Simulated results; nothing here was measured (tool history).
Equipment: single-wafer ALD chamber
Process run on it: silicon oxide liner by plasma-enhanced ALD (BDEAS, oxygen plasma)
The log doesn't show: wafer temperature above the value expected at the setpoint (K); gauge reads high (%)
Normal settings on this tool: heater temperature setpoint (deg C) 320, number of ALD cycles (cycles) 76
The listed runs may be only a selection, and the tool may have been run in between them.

run    hour  heater temperature setpoint (deg C)  number of ALD cycles (cycles)  wafers since the last listed run  hours since the last thermocouple change  hours since the gauge calibration  read-back reference wafer on the same gauge, thickness_nm  mean film thickness on the monitor wafer (nm)
  1     0.0                                  310                             76                                 0                                    1151.1                              846.8                                                      6.286                                          7.160
  2    81.7                                  310                             76                               497                                    1232.8                              928.5                                                      6.282                                          7.182
  3   188.0                                  316                             81                               647                                    1339.1                             1034.8                                                      6.277                                          7.541
  4   245.8                                  320                             76                               352                                    1396.9                             1092.6                                                      6.277                                          7.016
  5   308.9                                  320                             76                               384                                    1460.0                             1155.7                                                      6.266                                          7.081
  6   542.8                                  320                             83                              1425                                    1693.9                             1389.6                                                      6.252                                          7.670
  7   603.6                                  320                             83                               370                                    1754.7                             1450.4                                                      6.250                                          7.677
  8   678.0                                  320                             83                               453                                    1829.1                             1524.8                                                      6.245                                          7.648
  9   763.1                                  320                             76                               518                                    1914.2                             1609.9                                                      6.240                                          7.009
 10   833.8                                  320                             76                               430                                    1984.9                             1680.6                                                      6.233                                          7.016
 11   919.5                                  320                             76                               522                                    2070.6                             1766.3                                                      6.232                                          6.963
 12  1002.6                                  320                             76                               506                                    2153.7                             1849.4                                                      6.225                                          7.003
 13  1104.6                                  328                             88                               621                                    2255.7                             1951.4                                                      6.217                                          8.005
 14  1173.8                                  313                             85                               421                                    2324.9                             2020.6                                                      6.211                                          7.887
     1189.0  -- thermocouple changed; heater temperature recalibrated
     1206.0  -- gauge calibrated
 15  1256.0                                  313                             66                               452                                      67.0                               50.0                                                      6.337                                          6.230
 16  1297.1                                  320                             76                               250                                     108.1                               91.1                                                      6.332                                          7.125
 17  1384.5                                  307                             87                               532                                     195.5                              178.5                                                      6.324                                          8.313
 18  1453.2                                  320                             66                               418                                     264.2                              247.2                                                      6.321                                          6.154
 19  1553.7                                  332                             62                               612                                     364.7                              347.7                                                      6.318                                          5.671
 20  1620.2                                  313                             85                               405                                     431.2                              414.2                                                      6.311                                          7.980
 21  1682.9                                  320                             76                               382                                     493.9                              476.9                                                      6.306                                          7.073
 22  1762.1                                  320                             68                               482                                     573.1                              556.1                                                      6.301                                          6.323

Consider 5 possible next runs. They are alternatives, not a sequence: every one starts from the tool as it was left by run 22. What does each give?
  A  1762.6                                  320                             76                                 3                                     573.6                              556.6                                                          ?                                              ?
  B  1762.6                                  306                             87                                 3                                     573.6                              556.6                                                          ?                                              ?
  C  1762.6                                  307                             68                                 3                                     573.6                              556.6                                                          ?                                              ?
  D  1762.6                                  324                             62                                 3                                     573.6                              556.6                                                          ?                                              ?
  E  1762.6                                  312                             90                                 3                                     573.6                              556.6                                                          ?                                              ?

run  read-back reference wafer on the same gauge, thickness_nm  mean film thickness on the monitor wafer (nm)
  A                                                      6.306                                          7.098
  B                                                      6.306                                          8.312
  C                                                      6.306                                          6.486
  D                                                      6.306                                          5.753
  E                                                      6.306                                          8.516
Without the tool's unlogged condition, the same runs would have read:
run  mean film thickness on the monitor wafer (nm)
  A                                          7.130
  B                                          8.349
  C                                          6.515
  D                                          5.778
  E                                          8.554
